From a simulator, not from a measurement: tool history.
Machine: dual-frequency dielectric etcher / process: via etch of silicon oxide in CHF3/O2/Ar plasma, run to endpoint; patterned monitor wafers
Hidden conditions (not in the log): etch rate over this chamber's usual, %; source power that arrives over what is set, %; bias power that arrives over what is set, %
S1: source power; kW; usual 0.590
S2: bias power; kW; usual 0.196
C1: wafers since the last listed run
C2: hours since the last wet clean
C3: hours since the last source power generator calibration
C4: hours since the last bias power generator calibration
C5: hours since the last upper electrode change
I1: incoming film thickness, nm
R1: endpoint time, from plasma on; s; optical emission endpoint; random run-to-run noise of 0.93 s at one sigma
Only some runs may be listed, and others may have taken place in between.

Run 1, hour 0.0: usual settings; C1 0; C2 2.2; C3 3003.1; C4 605.5; C5 3024.1; I1 584.1. Result: R1 310.6 s.
Run 2, hour 25.4: usual settings; C1 111; C2 27.6; C3 3028.5; C4 630.9; C5 3049.5; I1 585.3. Result: R1 310.5 s.
Run 3, hour 88.6: usual settings; C1 278; C2 90.8; C3 3091.7; C4 694.1; C5 3112.7; I1 585.3. Result: R1 311.4 s.
Run 4, hour 131.9: usual settings; C1 190; C2 134.1; C3 3135.0; C4 737.4; C5 3156.0; I1 584.2. Result: R1 310.6 s.
Run 5, hour 177.0: usual settings but S1 0.530 kW; C1 198; C2 179.2; C3 3180.1; C4 782.5; C5 3201.1; I1 583.2. Result: R1 323.8 s.
Run 6, hour 219.2: usual settings; C1 185; C2 221.4; C3 3222.3; C4 824.7; C5 3243.3; I1 586.0. Result: R1 311.2 s.
Run 7, hour 352.5: usual settings; C1 587; C2 354.7; C3 3355.6; C4 958.0; C5 3376.6; I1 589.4. Result: R1 312.4 s.
Run 8, hour 412.5: usual settings; C1 264; C2 414.7; C3 3415.6; C4 1018.0; C5 3436.6; I1 588.9. Result: R1 310.9 s.
At hour 458.7: wet clean of the chamber.
Run 9, hour 463.1: usual settings but S1 0.650 kW; C1 117; C2 4.4; C3 3466.2; C4 1068.6; C5 3487.2; I1 580.2. Result: R1 296.2 s.
Run 10, hour 493.6: usual settings but S1 0.650 kW; C1 134; C2 34.9; C3 3496.7; C4 1099.1; C5 3517.7; I1 587.2. Result: R1 301.2 s.
Run 11, hour 530.2: usual settings but S2 0.179 kW; C1 161; C2 71.5; C3 3533.3; C4 1135.7; C5 3554.3; I1 593.5. Result: R1 321.7 s.
Run 12, hour 567.7: usual settings but S2 0.179 kW; C1 165; C2 109.0; C3 3570.8; C4 1173.2; C5 3591.8; I1 590.7. Result: R1 319.9 s.
At hour 634.0: source power generator calibrated.
Run 13, hour 711.1: usual settings but S2 0.179 kW; C1 614; C2 252.4; C3 77.1; C4 1316.6; C5 3735.2; I1 586.8. Result: R1 314.6 s.
Run 14, hour 753.7: usual settings but S1 0.670 kW, S2 0.164 kW; C1 187; C2 295.0; C3 119.7; C4 1359.2; C5 3777.8; I1 587.3. Result: R1 307.5 s.
Run 15, hour 816.7: usual settings; C1 277; C2 358.0; C3 182.7; C4 1422.2; C5 3840.8; I1 594.1. Result: R1 310.2 s.
Run 16, hour 863.6: usual settings; C1 206; C2 404.9; C3 229.6; C4 1469.1; C5 3887.7; I1 588.1. Result: R1 306.6 s.
At hour 923.2: wet clean of the chamber.
Run 17, hour 927.3: usual settings but S1 0.550 kW, S2 0.184 kW; C1 174; C2 4.1; C3 293.3; C4 1532.8; C5 3951.4; I1 584.4. Result: R1 318.3 s.
Run 18, hour 981.6: usual settings but S1 0.470 kW, S2 0.244 kW; C1 239; C2 58.4; C3 347.6; C4 1587.1; C5 4005.7; I1 580.0. Result: R1 309.7 s.
At hour 1039.8: bias power generator calibrated.
Run 19, hour 1040.3: usual settings but S1 0.660 kW, S2 0.182 kW; C1 241; C2 117.1; C3 406.3; C4 0.5; C5 4064.4; I1 587.5. Result: R1 303.9 s.
Run 20, hour 1081.7: usual settings but S2 0.222 kW; C1 182; C2 158.5; C3 447.7; C4 41.9; C5 4105.8; I1 590.3. Result: R1 301.8 s.
Run 21, hour 1119.6: usual settings but S1 0.650 kW, S2 0.155 kW; C1 166; C2 196.4; C3 485.6; C4 79.8; C5 4143.7; I1 585.5. Result: R1 317.8 s.
Run 22, hour 1183.4: usual settings but S1 0.730 kW, S2 0.175 kW; C1 281; C2 260.2; C3 549.4; C4 143.6; C5 4207.5; I1 581.6. Result: R1 292.9 s.
Run 23, hour 1251.4: usual settings; C1 299; C2 328.2; C3 617.4; C4 211.6; C5 4275.5; I1 587.9. Result: R1 309.3 s.
At hour 1325.0: upper electrode replaced.
Run 24, hour 1325.5: usual settings but S1 0.480 kW; C1 220; C2 402.3; C3 691.5; C4 285.7; C5 0.5; I1 586.0. Result: R1 333.2 s.
At hour 1368.1: wet clean of the chamber.
Run 25, hour 1382.5: usual settings but S1 0.650 kW, S2 0.181 kW; C1 145; C2 14.4; C3 748.5; C4 342.7; C5 57.5; I1 587.3. Result: R1 304.5 s.
Run 26, hour 1409.1: usual settings but S2 0.159 kW; C1 117; C2 41.0; C3 775.1; C4 369.3; C5 84.1; I1 589.5. Result: R1 328.0 s.
Run 27, hour 1438.5: usual settings; C1 129; C2 70.4; C3 804.5; C4 398.7; C5 113.5; I1 593.6. Result: R1 312.0 s.
Run 28, hour 1480.8: usual settings but S2 0.232 kW; C1 186; C2 112.7; C3 846.8; C4 441.0; C5 155.8; I1 583.6. Result: R1 294.7 s.
Run 29, hour 1529.1: usual settings but S1 0.680 kW; C1 212; C2 161.0; C3 895.1; C4 489.3; C5 204.1; I1 586.1. Result: R1 292.6 s.
Run 30, hour 1556.4: usual settings but S1 0.510 kW, S2 0.176 kW; C1 120; C2 188.3; C3 922.4; C4 516.6; C5 231.4; I1 593.6. Result: R1 338.5 s.
Run 31, hour 1595.8: usual settings but S1 0.460 kW, S2 0.210 kW; C1 173; C2 227.7; C3 961.8; C4 556.0; C5 270.8; I1 580.9. Result: R1 326.3 s.
Run 32, hour 1620.0: usual settings but S1 0.520 kW, S2 0.171 kW; C1 106; C2 251.9; C3 986.0; C4 580.2; C5 295.0; I1 586.0. Result: R1 335.6 s.
Run 33, hour 1665.7: usual settings but S1 0.650 kW, S2 0.179 kW; C1 201; C2 297.6; C3 1031.7; C4 625.9; C5 340.7; I1 593.8. Result: R1 309.5 s.
Run 34, hour 1709.6: usual settings but S1 0.720 kW, S2 0.171 kW; C1 193; C2 341.5; C3 1075.6; C4 669.8; C5 384.6; I1 587.5. Result: R1 295.9 s.
Run 35, hour 1770.9: usual settings but S1 0.740 kW, S2 0.156 kW; C1 270; C2 402.8; C3 1136.9; C4 731.1; C5 445.9; I1 581.6. Result: R1 298.8 s.

4 ways to go on from here, each from the tool as it stands after run 35. What would each give?
Run A, hour 1771.4: usual settings but S2 0.149 kW; C1 2; C2 403.3; C3 1137.4; C4 731.6; C5 446.4; I1 584.6. Result: R1 ?.
Run B, hour 1771.4: usual settings but S1 0.710 kW; C1 2; C2 403.3; C3 1137.4; C4 731.6; C5 446.4; I1 584.6. Result: R1 ?.
Run C, hour 1771.4: usual settings but S1 0.720 kW, S2 0.224 kW; C1 2; C2 403.3; C3 1137.4; C4 731.6; C5 446.4; I1 584.6. Result: R1 ?.
Run D, hour 1771.4: usual settings but S1 0.650 kW, S2 0.241 kW; C1 2; C2 403.3; C3 1137.4; C4 731.6; C5 446.4; I1 584.6. Result: R1 ?.

run     R1
  A  331.2
  B  288.5
  C  276.9
  D  281.6
Without the tool's hidden state the same runs would have given:
run     R1
  A  331.7
  B  289.0
  C  277.4
  D  282.2
